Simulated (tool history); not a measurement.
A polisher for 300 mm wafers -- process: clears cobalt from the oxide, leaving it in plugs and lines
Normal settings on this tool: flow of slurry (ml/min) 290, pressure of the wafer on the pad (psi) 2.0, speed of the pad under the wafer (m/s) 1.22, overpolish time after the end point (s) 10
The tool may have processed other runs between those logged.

run    hour  flow of slurry (ml/min)  pressure of the wafer on the pad (psi)  speed of the pad under the wafer (m/s)  overpolish time after the end point (s)  incoming thickness of the incoming film, nm  time until the end point was called (s)
  1     0.0                      290                                     2.0                                    1.22                                       10                                        196.7                                     37.0
  2    69.1                      290                                     2.0                                    1.22                                       10                                        202.3                                     38.3
  3   160.9                      290                                     2.0                                    1.22                                       10                                        200.3                                     36.8
  4   254.2                      290                                     2.0                                    1.22                                       10                                        195.8                                     36.1
  5   312.1                      290                                     2.0                                    1.22                                       10                                        202.4                                     37.8
  6   366.8                      290                                     2.0                                    1.22                                       10                                        198.5                                     36.4
  7   408.6                      290                                     2.0                                    1.22                                       10                                        201.9                                     37.3
  8   594.5                      290                                     2.0                                    1.22                                       10                                        200.4                                     38.2
  9   682.1                      290                                     2.0                                    1.22                                       10                                        203.2                                     38.9
 10   720.1                      290                                     2.0                                    1.22                                       10                                        203.4                                     38.1
 11   791.7                      290                                     2.0                                    1.22                                       10                                        199.1                                     36.9
 12  1041.6                      290                                     2.6                                    1.58                                       10                                        200.2                                     24.5
 13  1107.2                      290                                     2.0                                    1.22                                       10                                        196.1                                     36.3
 14  1168.5                      290                                     2.0                                    1.22                                       10                                        203.1                                     38.8
 15  1262.0                      290                                     1.6                                    1.04                                       10                                        199.1                                     52.1
 16  1326.3                      355                                     2.0                                    0.82                                       10                                        202.7                                     50.2
 17  1422.0                      235                                     2.5                                    1.22                                       10                                        196.8                                     31.2
 18  1470.7                      290                                     2.0                                    1.22                                        7                                        203.6                                     38.3
 19  1532.3                      290                                     2.0                                    1.60                                       10                                        197.3                                     30.0
 20  1746.7                      290                                     2.0                                    1.22                                       10                                        203.0                                     37.5
 21  1831.2                      290                                     2.3                                    1.22                                       10                                        198.2                                     32.1
 22  1872.8                      290                                     2.3                                    1.22                                       10                                        196.0                                     32.2

Missing from the log above: 11 entries noted between runs. For each, name the pair of listed runs it sits between and say how the tool's hidden condition differs from the listed run just before to the listed run just after:
Runs 1 to 2: worn pad replaced by a new one (hour 33.2)
  no difference in the tool's unlogged condition between these two runs
Runs 4 to 5: slurry nozzle cleaned (hour 307.5)
  no difference in the tool's unlogged condition between these two runs
Runs 5 to 6: head pressure recalibrated (hour 330.0)
  no difference in the tool's unlogged condition between these two runs
Runs 6 to 7: worn pad replaced by a new one (hour 391.1)
  no difference in the tool's unlogged condition between these two runs
Runs 10 to 11: slurry nozzle cleaned (hour 749.7); worn pad replaced by a new one (hour 752.5)
  no difference in the tool's unlogged condition between these two runs
Runs 12 to 13: worn pad replaced by a new one (hour 1106.7)
  no difference in the tool's unlogged condition between these two runs
Runs 14 to 15: slurry nozzle cleaned (hour 1193.3); head pressure recalibrated (hour 1237.4)
  no difference in the tool's unlogged condition between these two runs
Runs 18 to 19: worn pad replaced by a new one (hour 1492.9)
  no difference in the tool's unlogged condition between these two runs
Runs 19 to 20: slurry nozzle cleaned (hour 1618.4)
  no difference in the tool's unlogged condition between these two runs
